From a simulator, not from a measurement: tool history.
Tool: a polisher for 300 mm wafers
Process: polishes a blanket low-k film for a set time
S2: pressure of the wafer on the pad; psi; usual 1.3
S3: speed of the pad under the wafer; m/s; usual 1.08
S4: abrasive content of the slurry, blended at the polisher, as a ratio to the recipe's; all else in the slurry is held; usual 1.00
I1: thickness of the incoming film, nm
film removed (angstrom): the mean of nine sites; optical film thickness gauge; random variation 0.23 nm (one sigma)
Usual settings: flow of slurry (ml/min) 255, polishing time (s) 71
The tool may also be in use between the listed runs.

run 1 hour=0.0 | flow_of_slurry_(ml/min)=310 S2=1.3 S3=1.08 S4=0.90 polishing_time_(s)=71 | I1=674.0 | film_removed_(angstrom)=234
run 2 hour=47.6 | flow_of_slurry_(ml/min)=310 S2=1.3 S3=1.08 S4=0.90 polishing_time_(s)=71 | I1=684.8 | film_removed_(angstrom)=234
run 3 hour=76.5 | flow_of_slurry_(ml/min)=255 S2=1.3 S3=1.08 S4=1.00 polishing_time_(s)=71 | I1=672.2 | film_removed_(angstrom)=244
run 4 hour=130.2 | flow_of_slurry_(ml/min)=255 S2=1.3 S3=1.08 S4=1.00 polishing_time_(s)=71 | I1=687.5 | film_removed_(angstrom)=240
run 5 hour=178.3 | flow_of_slurry_(ml/min)=255 S2=1.3 S3=1.08 S4=1.00 polishing_time_(s)=71 | I1=667.0 | film_removed_(angstrom)=242
-- hour=199.8 slurry blender recalibrated
-- hour=225.7 worn pad replaced by a new one
run 6 hour=247.6 | flow_of_slurry_(ml/min)=255 S2=1.3 S3=1.08 S4=1.00 polishing_time_(s)=71 | I1=678.4 | film_removed_(angstrom)=239
run 7 hour=307.1 | flow_of_slurry_(ml/min)=255 S2=1.3 S3=1.08 S4=1.00 polishing_time_(s)=71 | I1=689.8 | film_removed_(angstrom)=234
-- hour=318.5 slurry nozzle cleaned
run 8 hour=376.5 | flow_of_slurry_(ml/min)=255 S2=1.3 S3=1.08 S4=1.00 polishing_time_(s)=71 | I1=685.4 | film_removed_(angstrom)=234
run 9 hour=416.9 | flow_of_slurry_(ml/min)=255 S2=1.3 S3=1.08 S4=1.00 polishing_time_(s)=71 | I1=685.2 | film_removed_(angstrom)=225
run 10 hour=445.2 | flow_of_slurry_(ml/min)=255 S2=1.3 S3=1.08 S4=1.00 polishing_time_(s)=85 | I1=691.9 | film_removed_(angstrom)=270
-- hour=461.3 conditioning disc replaced and pad reconditioned
-- hour=470.0 slurry blender recalibrated
-- hour=497.9 worn pad replaced by a new one
run 11 hour=498.4 | flow_of_slurry_(ml/min)=255 S2=1.3 S3=1.08 S4=1.00 polishing_time_(s)=85 | I1=685.2 | film_removed_(angstrom)=255
run 12 hour=524.5 | flow_of_slurry_(ml/min)=255 S2=1.3 S3=1.08 S4=1.00 polishing_time_(s)=85 | I1=674.1 | film_removed_(angstrom)=255
-- hour=564.2 head pressure recalibrated
run 13 hour=567.5 | flow_of_slurry_(ml/min)=255 S2=1.3 S3=1.08 S4=1.00 polishing_time_(s)=71 | I1=680.8 | film_removed_(angstrom)=216
run 14 hour=622.8 | flow_of_slurry_(ml/min)=255 S2=1.3 S3=1.08 S4=1.00 polishing_time_(s)=71 | I1=680.6 | film_removed_(angstrom)=214
-- hour=654.9 conditioning disc replaced and pad reconditioned, repeated, since the last time left the tool worse
-- hour=743.1 slurry blender recalibrated
run 15 hour=793.0 | flow_of_slurry_(ml/min)=255 S2=1.5 S3=1.08 S4=1.00 polishing_time_(s)=71 | I1=670.2 | film_removed_(angstrom)=279
-- hour=826.2 worn pad replaced by a new one
run 16 hour=846.0 | flow_of_slurry_(ml/min)=340 S2=1.3 S3=1.08 S4=1.00 polishing_time_(s)=71 | I1=676.2 | film_removed_(angstrom)=250
run 17 hour=994.5 | flow_of_slurry_(ml/min)=255 S2=1.3 S3=1.08 S4=1.00 polishing_time_(s)=88 | I1=690.8 | film_removed_(angstrom)=290
-- hour=1039.3 slurry nozzle cleaned
-- hour=1055.3 slurry blender recalibrated
run 18 hour=1055.6 | flow_of_slurry_(ml/min)=255 S2=1.1 S3=1.08 S4=1.00 polishing_time_(s)=71 | I1=681.0 | film_removed_(angstrom)=195
-- hour=1081.2 worn pad replaced by a new one
run 19 hour=1098.0 | flow_of_slurry_(ml/min)=285 S2=1.3 S3=1.08 S4=1.10 polishing_time_(s)=71 | I1=679.5 | film_removed_(angstrom)=245
run 20 hour=1129.1 | flow_of_slurry_(ml/min)=255 S2=1.3 S3=1.08 S4=1.00 polishing_time_(s)=71 | I1=670.4 | film_removed_(angstrom)=225
run 21 hour=1188.1 | flow_of_slurry_(ml/min)=310 S2=1.3 S3=1.08 S4=0.90 polishing_time_(s)=71 | I1=684.0 | film_removed_(angstrom)=211
-- hour=1208.5 conditioning disc replaced and pad reconditioned
run 22 hour=1233.9 | flow_of_slurry_(ml/min)=255 S2=1.3 S3=1.08 S4=1.10 polishing_time_(s)=71 | I1=687.2 | film_removed_(angstrom)=259
run 23 hour=1289.4 | flow_of_slurry_(ml/min)=325 S2=1.3 S3=1.08 S4=0.75 polishing_time_(s)=59 | I1=673.7 | film_removed_(angstrom)=172
-- hour=1324.1 slurry blender recalibrated
-- hour=1352.4 worn pad replaced by a new one
run 24 hour=1358.2 | flow_of_slurry_(ml/min)=255 S2=1.3 S3=1.08 S4=1.00 polishing_time_(s)=71 | I1=679.5 | film_removed_(angstrom)=243
run 25 hour=1402.9 | flow_of_slurry_(ml/min)=305 S2=1.3 S3=0.80 S4=0.85 polishing_time_(s)=71 | I1=688.5 | film_removed_(angstrom)=174
run 26 hour=1440.9 | flow_of_slurry_(ml/min)=255 S2=1.3 S3=1.08 S4=1.00 polishing_time_(s)=95 | I1=686.3 | film_removed_(angstrom)=320

Forecast each of these 3 alternatives for the next run:
run A hour=1441.3 | flow_of_slurry_(ml/min)=255 S2=1.3 S3=1.08 S4=1.00 polishing_time_(s)=65 | I1=680.2 | film_removed_(angstrom)=?
run B hour=1441.3 | flow_of_slurry_(ml/min)=255 S2=1.3 S3=1.08 S4=1.00 polishing_time_(s)=60 | I1=680.2 | film_removed_(angstrom)=?
run C hour=1441.3 | flow_of_slurry_(ml/min)=255 S2=1.3 S3=0.88 S4=0.70 polishing_time_(s)=79 | I1=680.2 | film_removed_(angstrom)=?

run=A film_removed_(angstrom)=220
run=B film_removed_(angstrom)=203
run=C film_removed_(angstrom)=178
Without the tool's hidden state the same runs would have given:
run=A film_removed_(angstrom)=226
run=B film_removed_(angstrom)=208
run=C film_removed_(angstrom)=182
